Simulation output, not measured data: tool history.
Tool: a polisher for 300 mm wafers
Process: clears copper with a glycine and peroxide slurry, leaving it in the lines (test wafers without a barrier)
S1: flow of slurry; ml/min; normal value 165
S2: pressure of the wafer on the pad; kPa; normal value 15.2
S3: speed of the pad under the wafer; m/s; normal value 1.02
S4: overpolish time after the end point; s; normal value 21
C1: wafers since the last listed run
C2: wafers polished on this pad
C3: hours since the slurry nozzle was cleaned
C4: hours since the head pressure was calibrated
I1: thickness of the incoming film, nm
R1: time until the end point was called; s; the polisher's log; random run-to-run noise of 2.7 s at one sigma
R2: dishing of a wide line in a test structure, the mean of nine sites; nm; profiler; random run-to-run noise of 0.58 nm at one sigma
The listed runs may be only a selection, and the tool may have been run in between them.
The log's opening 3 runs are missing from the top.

run   hour   S1    S2    S3  S4   C1    C2     C3      C4     I1     R1    R2
  4  150.0  165  15.2  1.02  21  472   644  394.3   882.4  664.6  161.2  33.2
  5  181.4  165  15.2  1.02  21  182   826  425.7   913.8  671.1  173.5  33.3
  6  198.6  165  15.2  1.02  21   99   926  442.9   931.0  666.7  171.6  33.4
  7  234.1  165  15.2  1.02  30  206  1133  478.4   966.5  665.0  172.7  36.9
     267.3  -- worn pad replaced by a new one
  8  272.0  165  15.2  1.02  30  197    27  516.3  1004.4  664.4  163.7  38.0
     282.1  -- head pressure recalibrated
  9  296.6  165  15.2  1.02  30  131   158  540.9    14.5  661.0  166.2  35.7
 10  328.1  165  15.2  1.02  21  183   341  572.4    46.0  659.5  169.9  33.8
 11  344.8  165  15.2  1.02  21   97   438  589.1    62.7  654.0  168.9  33.2
 12  369.3  165  15.2  1.02  21  142   581  613.6    87.2  670.5  176.5  32.9
     389.2  -- slurry nozzle cleaned
 13  402.9  165  15.2  1.02  21  189   770   13.7   120.8  665.4  162.8  34.7
 14  431.6  165  15.2  1.02  21  166   937   42.4   149.5  672.8  162.6  34.3
 15  447.3  165  15.2  1.02  21   91  1028   58.1   165.2  663.7  157.9  34.2
 16  463.4  125  15.2  1.20  10   93  1122   74.2   181.3  662.0  152.8  24.1
     484.9  -- worn pad replaced by a new one
 17  490.1  145  11.7  1.22  27  131    29  100.9   208.0  678.6  169.6  35.6
 18  515.1  125  18.6  0.66  12  145   175  125.9   233.0  654.7  176.9  25.7
 19  535.7  165  15.2  1.02  21  119   295  146.5   253.6  672.0  152.1  35.0
 20  562.3  165  15.2  1.02  21  154   449  173.1   280.2  659.4  157.5  34.6
 21  587.1  165  17.2  0.92  15  144   593  197.9   305.0  669.1  154.3  31.0
 22  605.9  165  15.2  1.02  21  109   703  216.7   323.8  672.7  165.9  34.0
 23  638.9  115   9.7  1.02  28  191   895  249.7   356.8  662.5  250.3  32.5
 24  674.4  165   9.7  1.22  12  206  1101  285.2   392.3  657.0  206.0  22.1
 25  697.5  165  15.2  1.02  21  134  1235  308.3   415.4  668.8  168.6  33.9

Forecast run 26:
     713.4  -- worn pad replaced by a new one
 26  717.9  165  15.2  1.02  21  95  26  328.7  435.8  676.0   ?   ?

{"run 26": {"R1": 161.1, "R2": 33.5}}
The same run, on a tool lacking any hidden state, would have yielded R1 149.5 s, R2 34.3 nm.
